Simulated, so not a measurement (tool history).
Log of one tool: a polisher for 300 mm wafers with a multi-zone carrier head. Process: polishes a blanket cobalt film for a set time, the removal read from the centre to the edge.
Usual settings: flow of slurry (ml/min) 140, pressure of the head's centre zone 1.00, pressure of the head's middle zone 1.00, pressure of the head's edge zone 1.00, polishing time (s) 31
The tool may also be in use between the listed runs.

run   hour  flow of slurry (ml/min)  pressure of the head's centre zone  pressure of the head's middle zone  pressure of the head's edge zone  polishing time (s)  incoming thickness of the incoming film, nm  film removed at the wafer's centre (nm)  film removed at mid-radius (nm)  film removed at the wafer's edge (nm)
  1    0.0                      140                                1.00                                1.00                              1.00                  31                                       1283.6                                    137.1                            144.1                                  153.0
  2   32.1                      140                                1.00                                1.00                              1.00                  31                                       1271.3                                    135.7                            146.9                                  148.7
  3   44.7                      140                                1.00                                1.00                              1.00                  31                                       1285.9                                    137.4                            146.2                                  151.5
  4   71.2                      140                                1.00                                1.00                              1.00                  31                                       1277.0                                    135.5                            140.1                                  152.0
  5   99.8                      140                                1.00                                1.00                              1.00                  31                                       1275.8                                    136.1                            142.9                                  150.0
     125.7  -- worn pad replaced by a new one
  6  126.2                      105                                1.00                                1.00                              1.00                  31                                       1275.5                                    127.0                            137.6                                  143.5
  7  156.5                      105                                1.00                                1.00                              1.00                  31                                       1277.2                                    126.0                            138.2                                  145.4
  8  191.5                      140                                1.00                                1.00                              1.00                  22                                       1272.8                                     95.4                            100.9                                  105.9
  9  210.0                      140                                1.00                                1.00                              1.00                  22                                       1264.8                                     94.5                             99.9                                  104.9
     218.3  -- edge zone pressure recalibrated
     225.6  -- slurry nozzle cleaned
 10  228.1                      140                                1.00                                1.00                              1.00                  31                                       1277.4                                    138.7                            150.7                                  152.7
     246.8  -- centre zone pressure recalibrated
 11  260.0                      165                                0.89                                1.00                              1.00                  27                                       1284.5                                    123.9                            130.2                                  136.1
 12  293.0                      140                                1.00                                1.00                              0.94                  39                                       1287.2                                    192.3                            183.4                                  183.5
 13  311.2                      140                                1.06                                1.00                              1.11                  31                                       1310.1                                    162.6                            151.2                                  159.3
     317.7  -- worn pad replaced by a new one
     327.3  -- carrier head's membrane replaced by a new one
 14  327.8                      140                                1.00                                1.00                              1.00                  31                                       1305.1                                    150.4                            151.6                                  153.0
 15  359.5                      140                                0.92                                1.00                              1.03                  41                                       1263.0                                    181.9                            194.8                                  203.8
 16  379.8                      170                                1.11                                1.06                              0.92                  31                                       1279.8                                    171.9                            164.0                                  152.3
 17  409.4                      175                                0.89                                1.00                              0.97                  21                                       1287.2                                     94.1                            100.0                                  102.8
 18  439.3                      165                                1.00                                1.00                              1.00                  31                                       1295.5                                    151.2                            150.3                                  154.2
 19  454.1                      140                                1.00                                1.00                              1.00                  31                                       1250.2                                    146.4                            143.2                                  152.3

The tool's hidden state at each run:
removal rate lost through wear of the pad, %: 0 in every run
deviation of the edge zone's pressure from its setpoint, %: 0 in every run
H1: slurry flow missing at the pad, %
H2: deviation of the centre zone's pressure from its setpoint, %
run    H1      H2
  1  10.4   -8.67
  2  12.2   -8.76
  3    13   -8.79
  4  14.7   -8.86
  5  16.7   -8.92
  6  18.6   -8.97
  7    21   -9.03
  8  23.9   -9.08
  9  25.5   -9.11
 10  3.55   -9.13
 11  3.65    1.06
 12  3.93  0.0166
 13  4.16  -0.506
 14  4.42  -0.953
 15  5.05   -1.74
 16  5.53   -2.19
 17  6.37    -2.8
 18  7.36   -3.35
 19  7.91    -3.6
